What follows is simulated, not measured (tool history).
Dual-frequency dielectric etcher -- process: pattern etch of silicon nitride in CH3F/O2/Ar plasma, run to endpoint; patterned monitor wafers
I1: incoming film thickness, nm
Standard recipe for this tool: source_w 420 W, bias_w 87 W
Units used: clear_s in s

run 1 hour=0 | source_w=420 bias_w=87 | I1=30.53 | clear_s=38.3
run 2 hour=62.8 | source_w=420 bias_w=87 | I1=31.1 | clear_s=39.6
run 3 hour=90 | source_w=420 bias_w=87 | I1=30.58 | clear_s=38.5
run 4 hour=116.8 | source_w=420 bias_w=75 | I1=30.67 | clear_s=40.8
run 5 hour=157.8 | source_w=420 bias_w=75 | I1=30.85 | clear_s=40.8
run 6 hour=187.6 | source_w=420 bias_w=75 | I1=30.65 | clear_s=40.9
-- hour=228.9 bias power generator calibrated
run 7 hour=231.5 | source_w=420 bias_w=87 | I1=30.66 | clear_s=39.1
run 8 hour=295.3 | source_w=420 bias_w=87 | I1=30.61 | clear_s=39
run 9 hour=348.8 | source_w=420 bias_w=98 | I1=30.84 | clear_s=37.9
-- hour=377.8 upper electrode replaced
-- hour=394.2 wet clean of the chamber
-- hour=413.5 source power generator calibrated
run 10 hour=416.7 | source_w=420 bias_w=87 | I1=30.64 | clear_s=38.9
run 11 hour=484.5 | source_w=320 bias_w=87 | I1=30.85 | clear_s=42.8
run 12 hour=517.8 | source_w=420 bias_w=104 | I1=30.5 | clear_s=36.6
run 13 hour=589.5 | source_w=420 bias_w=87 | I1=30.89 | clear_s=39.2
run 14 hour=617.3 | source_w=370 bias_w=87 | I1=30.82 | clear_s=40.9
run 15 hour=664.6 | source_w=360 bias_w=100 | I1=30.74 | clear_s=39.4
run 16 hour=703.4 | source_w=320 bias_w=87 | I1=30.73 | clear_s=42.9
run 17 hour=745.7 | source_w=470 bias_w=81 | I1=30.6 | clear_s=38.6

Hidden state or all else? Some run-to-run changes of clear_s, split into what the settings, what came in and random variation would give without the hidden state, and what is left for the hidden state (with any gauge scatter that isn't in both results):
The hidden state here: etch rate over this chamber's usual, %; source power that arrives over what is set, %; bias power that arrives over what is set, %.
Run 9 -> 10: bias_w 98 -> 87, upper electrode replaced, wet clean of the chamber, source power generator calibrated. clear_s +1 s: hidden state -0.4, all else +1.4.
Run 11 -> 12: source_w 320 -> 420, bias_w 87 -> 104. clear_s -6.2 s: hidden state +0, all else -6.2.
